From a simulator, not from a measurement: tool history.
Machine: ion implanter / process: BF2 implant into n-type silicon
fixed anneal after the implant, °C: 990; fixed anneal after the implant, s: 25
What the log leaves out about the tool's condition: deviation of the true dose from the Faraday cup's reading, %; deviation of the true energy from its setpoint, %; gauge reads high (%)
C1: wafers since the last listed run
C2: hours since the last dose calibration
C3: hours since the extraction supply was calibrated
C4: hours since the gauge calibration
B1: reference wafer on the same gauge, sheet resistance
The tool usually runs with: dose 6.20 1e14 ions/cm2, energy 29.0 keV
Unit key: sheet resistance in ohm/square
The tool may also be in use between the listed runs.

run 1 day=0.000 | dose=6.20 energy=29.0 | C1=0 C2=1859.5 C3=2969.8 C4=838.5 | B1=183.89 | sheet_resistance=215.45
run 2 day=1.483 | dose=6.20 energy=29.0 | C1=350 C2=1895.1 C3=3005.4 C4=874.1 | B1=184.07 | sheet_resistance=215.42
run 3 day=2.575 | dose=6.20 energy=29.0 | C1=258 C2=1921.3 C3=3031.6 C4=900.3 | B1=183.95 | sheet_resistance=215.66
run 4 day=3.333 | dose=6.20 energy=29.0 | C1=179 C2=1939.5 C3=3049.8 C4=918.5 | B1=184.01 | sheet_resistance=215.77
run 5 day=4.446 | dose=6.20 energy=29.0 | C1=262 C2=1966.2 C3=3076.5 C4=945.2 | B1=184.04 | sheet_resistance=215.61
run 6 day=5.638 | dose=6.20 energy=29.0 | C1=281 C2=1994.8 C3=3105.1 C4=973.8 | B1=184.09 | sheet_resistance=214.69
run 7 day=6.679 | dose=6.20 energy=29.0 | C1=246 C2=2019.8 C3=3130.1 C4=998.8 | B1=184.00 | sheet_resistance=214.70
run 8 day=7.638 | dose=6.20 energy=29.0 | C1=226 C2=2042.8 C3=3153.1 C4=1021.8 | B1=183.89 | sheet_resistance=215.78
run 9 day=8.262 | dose=6.20 energy=29.0 | C1=147 C2=2057.8 C3=3168.1 C4=1036.8 | B1=184.00 | sheet_resistance=215.46
run 10 day=8.775 | dose=6.20 energy=29.0 | C1=121 C2=2070.1 C3=3180.4 C4=1049.1 | B1=183.89 | sheet_resistance=215.13
run 11 day=9.762 | dose=6.20 energy=29.0 | C1=233 C2=2093.8 C3=3204.1 C4=1072.8 | B1=184.03 | sheet_resistance=216.66
run 12 day=10.392 | dose=6.20 energy=29.0 | C1=148 C2=2108.9 C3=3219.2 C4=1087.9 | B1=184.02 | sheet_resistance=215.15
run 13 day=11.708 | dose=6.20 energy=29.0 | C1=311 C2=2140.5 C3=3250.8 C4=1119.5 | B1=183.98 | sheet_resistance=215.91
run 14 day=12.933 | dose=5.04 energy=31.5 | C1=289 C2=2169.9 C3=3280.2 C4=1148.9 | B1=184.00 | sheet_resistance=243.96
-- day=13.746 Faraday cup replaced and dose calibrated
run 15 day=13.767 | dose=5.04 energy=31.5 | C1=118 C2=0.5 C3=3300.2 C4=1168.9 | B1=183.96 | sheet_resistance=245.33
run 16 day=16.388 | dose=5.04 energy=31.5 | C1=619 C2=63.4 C3=3363.1 C4=1231.8 | B1=184.12 | sheet_resistance=243.82
run 17 day=17.208 | dose=6.72 energy=29.0 | C1=194 C2=83.1 C3=3382.8 C4=1251.5 | B1=183.92 | sheet_resistance=205.75
run 18 day=18.375 | dose=6.20 energy=25.0 | C1=275 C2=111.1 C3=3410.8 C4=1279.5 | B1=184.03 | sheet_resistance=225.91
run 19 day=19.854 | dose=7.68 energy=23.5 | C1=349 C2=146.6 C3=3446.3 C4=1315.0 | B1=184.04 | sheet_resistance=206.79
run 20 day=21.179 | dose=7.93 energy=19.0 | C1=313 C2=178.4 C3=3478.1 C4=1346.8 | B1=184.05 | sheet_resistance=221.33
-- day=21.692 gauge calibrated
run 21 day=22.050 | dose=6.20 energy=29.0 | C1=205 C2=199.3 C3=3499.0 C4=8.6 | B1=183.97 | sheet_resistance=214.81
run 22 day=22.808 | dose=7.40 energy=23.0 | C1=179 C2=217.5 C3=3517.2 C4=26.8 | B1=183.80 | sheet_resistance=211.45
run 23 day=24.146 | dose=6.20 energy=29.0 | C1=316 C2=249.6 C3=3549.3 C4=58.9 | B1=184.03 | sheet_resistance=215.85
run 24 day=25.642 | dose=6.20 energy=29.0 | C1=353 C2=285.5 C3=3585.2 C4=94.8 | B1=184.01 | sheet_resistance=215.76
run 25 day=26.629 | dose=6.20 energy=21.0 | C1=233 C2=309.2 C3=3608.9 C4=118.5 | B1=184.08 | sheet_resistance=238.08
run 26 day=28.012 | dose=8.06 energy=29.0 | C1=326 C2=342.4 C3=3642.1 C4=151.7 | B1=184.06 | sheet_resistance=187.60
run 27 day=29.292 | dose=6.20 energy=22.0 | C1=302 C2=373.1 C3=3672.8 C4=182.4 | B1=184.02 | sheet_resistance=234.05
run 28 day=29.925 | dose=7.18 energy=23.5 | C1=149 C2=388.3 C3=3688.0 C4=197.6 | B1=184.01 | sheet_resistance=212.36
-- day=30.929 extraction supply calibrated
run 29 day=30.950 | dose=7.48 energy=33.0 | C1=163 C2=412.9 C3=0.5 C4=222.2 | B1=184.08 | sheet_resistance=186.61
run 30 day=33.579 | dose=5.04 energy=31.5 | C1=621 C2=476.0 C3=63.6 C4=285.3 | B1=183.87 | sheet_resistance=243.21
run 31 day=34.654 | dose=5.36 energy=32.5 | C1=254 C2=501.8 C3=89.4 C4=311.1 | B1=183.95 | sheet_resistance=232.33
run 32 day=37.392 | dose=6.20 energy=29.0 | C1=647 C2=567.5 C3=155.1 C4=376.8 | B1=183.87 | sheet_resistance=216.13
run 33 day=38.342 | dose=6.20 energy=29.0 | C1=224 C2=590.3 C3=177.9 C4=399.6 | B1=184.01 | sheet_resistance=216.03
run 34 day=38.950 | dose=6.20 energy=34.5 | C1=143 C2=604.9 C3=192.5 C4=414.2 | B1=184.12 | sheet_resistance=206.50
run 35 day=40.067 | dose=5.52 energy=20.0 | C1=263 C2=631.7 C3=219.3 C4=441.0 | B1=184.06 | sheet_resistance=256.80
run 36 day=40.950 | dose=5.31 energy=35.5 | C1=208 C2=652.9 C3=240.5 C4=462.2 | B1=184.00 | sheet_resistance=229.98
run 37 day=41.783 | dose=6.20 energy=21.0 | C1=196 C2=672.9 C3=260.5 C4=482.2 | B1=183.98 | sheet_resistance=236.40
run 38 day=43.008 | dose=4.66 energy=29.0 | C1=289 C2=702.3 C3=289.9 C4=511.6 | B1=183.89 | sheet_resistance=263.78

Describe how what the log doesn't record of the tool's condition differs between the last listed run preceding each entry between runs and the first listed run following it.
Runs 14 to 15: Faraday cup replaced and dose calibrated (day 13.746)
  nothing in the hidden state changes from one run to the other
Runs 20 to 21: gauge calibrated (day 21.692)
  nothing in the hidden state changes from one run to the other
Runs 28 to 29: extraction supply calibrated (day 30.929)
  nothing in the hidden state changes from one run to the other
